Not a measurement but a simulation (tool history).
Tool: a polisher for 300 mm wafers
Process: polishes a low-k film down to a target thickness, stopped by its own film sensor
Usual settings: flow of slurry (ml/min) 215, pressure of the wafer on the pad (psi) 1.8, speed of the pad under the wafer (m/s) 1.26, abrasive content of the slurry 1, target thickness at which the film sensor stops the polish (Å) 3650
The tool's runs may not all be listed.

run,day,flow of slurry (ml/min),pressure of the wafer on the pad (psi),speed of the pad under the wafer (m/s),abrasive content of the slurry,target thickness at which the film sensor stops the polish (Å),"incoming thickness of the incoming film, nm",time until the film sensor stopped the polish (s)
1,0,215,1.8,1.26,1,3560,406.2,121.7
2,0.729,215,1.8,1.26,1,3560,403.5,115.1
# day 1.121: slurry blender recalibrated
3,1.188,215,1.8,1.26,1,3560,412.1,131.8
4,1.792,215,1.8,1.26,1,3530,409,133.3
# day 2.062: worn pad replaced by a new one
5,2.458,215,1.8,1,1.2,3650,405.1,100.2
6,3.2,215,1.8,1.26,1,3650,416.4,120.6
7,3.467,215,1.8,1.26,1,3650,416.1,125.1
8,4.104,215,1.8,1.26,1,3650,415.6,121.5
9,4.829,215,1.8,1.26,1,3650,407,101.1
# day 5.138: slurry nozzle cleaned
# day 5.192: worn pad replaced by a new one
# day 5.271: conditioning disc replaced and pad reconditioned
10,5.342,280,1.8,1.44,1.1,3650,406.3,73.8
11,5.725,155,1.8,0.9,1.1,3770,410.7,93.6
12,6.2,170,1.8,1.26,1.1,3650,407.3,92.2
13,6.796,215,1.8,1.26,1,3710,406.2,80.2
14,7.217,280,1.8,1.26,1,3780,409.6,71
15,7.796,215,2,1.26,1,3650,406,88.6
16,8.179,240,1.8,1.64,1,3650,414.1,93.4
# day 8.55: worn pad replaced by a new one
17,8.592,215,1.8,1.26,1,3650,412.2,111.4
# day 9.746: head pressure recalibrated
# day 9.904: slurry blender recalibrated
18,10.425,215,1.3,1.26,1,3650,415.9,147.8
19,11.012,215,1.8,1.14,1,3740,410.5,90.8
20,11.383,215,1.8,1.04,1,3650,404.9,106.4
21,11.892,155,2.2,1.26,1,3650,410.1,96.8
# day 12.279: worn pad replaced by a new one
22,12.421,215,1.8,1.26,1,3700,408.8,89.8
23,12.917,215,1.8,1.26,1,3650,407,100.5
24,13.325,185,1.8,1.26,1,3600,416.3,137.8
25,13.825,215,1.8,1.26,1,3650,408.6,102.1

Forecast each of these 5 alternatives for the next run:
A,13.846,215,1.8,1.26,1,3650,408.7,?
B,13.846,180,1.8,1.26,0.7,3770,408.7,?
C,13.846,280,2.2,1.26,0.8,3570,408.7,?
D,13.846,215,1.8,1.26,1,3750,408.7,?
E,13.846,215,1.5,1,1,3650,408.7,?

run,time until the film sensor stopped the polish (s)
A,103.1
B,108.3
C,123
D,79.5
E,139.1
Without the tool's hidden state the same runs would have given:
run,time until the film sensor stopped the polish (s)
A,89.3
B,93
C,104.2
D,68.8
E,124.2

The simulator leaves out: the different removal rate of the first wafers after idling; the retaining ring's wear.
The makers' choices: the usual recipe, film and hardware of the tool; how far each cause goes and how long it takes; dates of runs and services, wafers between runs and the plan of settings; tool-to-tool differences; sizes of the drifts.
